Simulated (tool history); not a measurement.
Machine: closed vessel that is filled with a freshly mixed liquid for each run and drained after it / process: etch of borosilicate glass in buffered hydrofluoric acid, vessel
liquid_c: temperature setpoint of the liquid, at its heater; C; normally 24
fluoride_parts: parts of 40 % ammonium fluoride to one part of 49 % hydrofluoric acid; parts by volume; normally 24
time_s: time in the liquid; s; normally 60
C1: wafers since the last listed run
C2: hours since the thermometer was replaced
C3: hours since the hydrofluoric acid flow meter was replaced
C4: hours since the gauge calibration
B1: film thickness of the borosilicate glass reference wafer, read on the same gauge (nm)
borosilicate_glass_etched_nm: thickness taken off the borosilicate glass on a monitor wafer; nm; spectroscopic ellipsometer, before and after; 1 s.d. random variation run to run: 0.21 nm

{"run": 1, "day": 0.0, "liquid_c": 24, "fluoride_parts": 24, "time_s": 60, "C1": 0, "C2": 1630, "C3": 919.9, "C4": 106.5, "B1": 90, "borosilicate_glass_etched_nm": 29.12}
{"run": 2, "day": 1.233, "liquid_c": 24, "fluoride_parts": 24, "time_s": 60, "C1": 3055, "C2": 1659.6, "C3": 949.5, "C4": 136.1, "B1": 90, "borosilicate_glass_etched_nm": 29.32}
{"run": 3, "day": 2.479, "liquid_c": 24, "fluoride_parts": 24, "time_s": 60, "C1": 3086, "C2": 1689.5, "C3": 979.4, "C4": 166, "B1": 90.02, "borosilicate_glass_etched_nm": 28.8}
{"run": 4, "day": 3.479, "liquid_c": 20, "fluoride_parts": 27.5, "time_s": 60, "C1": 2477, "C2": 1713.5, "C3": 1003.4, "C4": 190, "B1": 90.02, "borosilicate_glass_etched_nm": 21.21}
{"run": 5, "day": 4.975, "liquid_c": 20, "fluoride_parts": 27.5, "time_s": 60, "C1": 3705, "C2": 1749.4, "C3": 1039.3, "C4": 225.9, "B1": 89.99, "borosilicate_glass_etched_nm": 21.11}
{"run": 6, "day": 5.642, "liquid_c": 20, "fluoride_parts": 27.5, "time_s": 60, "C1": 1651, "C2": 1765.4, "C3": 1055.3, "C4": 241.9, "B1": 89.98, "borosilicate_glass_etched_nm": 20.95}
{"day": 5.808, "done": "thermometer replaced"}
{"run": 7, "day": 6.558, "liquid_c": 24, "fluoride_parts": 24, "time_s": 60, "C1": 2167, "C2": 18, "C3": 1077.3, "C4": 263.9, "B1": 89.98, "borosilicate_glass_etched_nm": 33.06}
{"run": 8, "day": 7.188, "liquid_c": 24, "fluoride_parts": 24, "time_s": 60, "C1": 1558, "C2": 33.1, "C3": 1092.4, "C4": 279, "B1": 89.99, "borosilicate_glass_etched_nm": 33.39}
{"run": 9, "day": 7.979, "liquid_c": 24, "fluoride_parts": 24, "time_s": 60, "C1": 1961, "C2": 52.1, "C3": 1111.4, "C4": 298, "B1": 89.99, "borosilicate_glass_etched_nm": 33.32}
{"day": 8.192, "done": "gauge calibrated"}
{"run": 10, "day": 8.825, "liquid_c": 28, "fluoride_parts": 18.5, "time_s": 35, "C1": 2095, "C2": 72.4, "C3": 1131.7, "C4": 15.2, "B1": 90.02, "borosilicate_glass_etched_nm": 29.56}
{"run": 11, "day": 9.438, "liquid_c": 22.5, "fluoride_parts": 15, "time_s": 45, "C1": 1517, "C2": 87.1, "C3": 1146.4, "C4": 29.9, "B1": 90, "borosilicate_glass_etched_nm": 34.45}
{"run": 12, "day": 10.092, "liquid_c": 24, "fluoride_parts": 24, "time_s": 60, "C1": 1620, "C2": 102.8, "C3": 1162.1, "C4": 45.6, "B1": 90, "borosilicate_glass_etched_nm": 33.14}
{"day": 10.804, "done": "hydrofluoric acid flow meter replaced"}
{"run": 13, "day": 11.521, "liquid_c": 24, "fluoride_parts": 24, "time_s": 60, "C1": 3437, "C2": 137.1, "C3": 17.2, "C4": 79.9, "B1": 90, "borosilicate_glass_etched_nm": 33.03}
{"run": 14, "day": 12.633, "liquid_c": 24, "fluoride_parts": 21.5, "time_s": 45, "C1": 2756, "C2": 163.8, "C3": 43.9, "C4": 106.6, "B1": 90, "borosilicate_glass_etched_nm": 26.62}
{"run": 15, "day": 13.729, "liquid_c": 24, "fluoride_parts": 24, "time_s": 60, "C1": 2714, "C2": 190.1, "C3": 70.2, "C4": 132.9, "B1": 90.02, "borosilicate_glass_etched_nm": 32.75}
{"run": 16, "day": 14.354, "liquid_c": 20, "fluoride_parts": 17.5, "time_s": 60, "C1": 1548, "C2": 205.1, "C3": 85.2, "C4": 147.9, "B1": 90.03, "borosilicate_glass_etched_nm": 34.29}
{"run": 17, "day": 15.5, "liquid_c": 21.5, "fluoride_parts": 24, "time_s": 50, "C1": 2838, "C2": 232.6, "C3": 112.7, "C4": 175.4, "B1": 90, "borosilicate_glass_etched_nm": 23.65}
{"run": 18, "day": 16.517, "liquid_c": 21.5, "fluoride_parts": 24, "time_s": 50, "C1": 2518, "C2": 257, "C3": 137.1, "C4": 199.8, "B1": 90.01, "borosilicate_glass_etched_nm": 23.92}
{"run": 19, "day": 17.896, "liquid_c": 24, "fluoride_parts": 24, "time_s": 85, "C1": 3416, "C2": 290.1, "C3": 170.2, "C4": 232.9, "B1": 89.99, "borosilicate_glass_etched_nm": 46.42}

Consider 5 possible next runs. They are alternatives, not a sequence: every one starts from the tool as it was left by run 19. What does each give?
{"run": "A", "day": 17.925, "liquid_c": 24, "fluoride_parts": 24, "time_s": 75, "C1": 72, "C2": 290.8, "C3": 170.9, "C4": 233.6, "B1": "?", "borosilicate_glass_etched_nm": "?"}
{"run": "B", "day": 17.925, "liquid_c": 24, "fluoride_parts": 30, "time_s": 70, "C1": 72, "C2": 290.8, "C3": 170.9, "C4": 233.6, "B1": "?", "borosilicate_glass_etched_nm": "?"}
{"run": "C", "day": 17.925, "liquid_c": 20, "fluoride_parts": 17.5, "time_s": 75, "C1": 72, "C2": 290.8, "C3": 170.9, "C4": 233.6, "B1": "?", "borosilicate_glass_etched_nm": "?"}
{"run": "D", "day": 17.925, "liquid_c": 24, "fluoride_parts": 27.5, "time_s": 85, "C1": 72, "C2": 290.8, "C3": 170.9, "C4": 233.6, "B1": "?", "borosilicate_glass_etched_nm": "?"}
{"run": "E", "day": 17.925, "liquid_c": 26, "fluoride_parts": 30, "time_s": 45, "C1": 72, "C2": 290.8, "C3": 170.9, "C4": 233.6, "B1": "?", "borosilicate_glass_etched_nm": "?"}

run=A B1=89.98 borosilicate_glass_etched_nm=40.53
run=B B1=89.98 borosilicate_glass_etched_nm=32.41
run=C B1=89.98 borosilicate_glass_etched_nm=42.21
run=D B1=89.98 borosilicate_glass_etched_nm=41.79
run=E B1=89.98 borosilicate_glass_etched_nm=23.21
Without the tool's unlogged condition, the same runs would have read:
run=A borosilicate_glass_etched_nm=41.59
run=B borosilicate_glass_etched_nm=33.26
run=C borosilicate_glass_etched_nm=43.34
run=D borosilicate_glass_etched_nm=42.9
run=E borosilicate_glass_etched_nm=23.82
